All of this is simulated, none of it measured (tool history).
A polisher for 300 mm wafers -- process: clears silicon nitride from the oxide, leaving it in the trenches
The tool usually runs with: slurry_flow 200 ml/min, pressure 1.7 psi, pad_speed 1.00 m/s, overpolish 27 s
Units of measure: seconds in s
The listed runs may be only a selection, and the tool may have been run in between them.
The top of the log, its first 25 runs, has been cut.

run	day	slurry_flow	pressure	pad_speed	overpolish	incoming thickness of the incoming film, nm	seconds
26	32.108	200	1.7	1.00	13	45.3	122.8
27	33.354	200	1.7	1.00	27	46.0	124.4
# day 34.121: worn pad replaced by a new one
28	34.142	200	1.7	1.00	27	44.8	109.8
29	34.971	200	1.7	1.00	13	45.2	110.4
30	36.054	200	1.3	1.00	18	45.7	143.1
31	36.925	140	2.2	0.82	13	45.1	126.1
32	38.346	200	1.7	1.00	27	44.9	118.5
33	39.479	200	1.2	0.78	27	45.4	208.9
34	40.529	260	1.7	1.00	36	45.3	113.8
35	41.421	235	1.7	1.00	27	45.1	119.0
36	42.542	200	1.2	0.78	27	45.0	212.9
37	43.958	140	1.7	1.00	40	45.1	138.5

Branching from run 37: 4 alternative next runs. What would each branch give?
A	43.979	200	1.7	1.00	27	44.7	?
B	43.979	265	1.1	1.20	15	44.7	?
C	43.979	160	1.3	1.20	27	44.7	?
D	43.979	200	2.0	1.00	20	44.7	?

run	seconds
A	123.6
B	139.0
C	136.7
D	107.5
Had the tool no hidden state, the same runs would have come out as:
run	seconds
A	101.3
B	116.4
C	109.5
D	88.1

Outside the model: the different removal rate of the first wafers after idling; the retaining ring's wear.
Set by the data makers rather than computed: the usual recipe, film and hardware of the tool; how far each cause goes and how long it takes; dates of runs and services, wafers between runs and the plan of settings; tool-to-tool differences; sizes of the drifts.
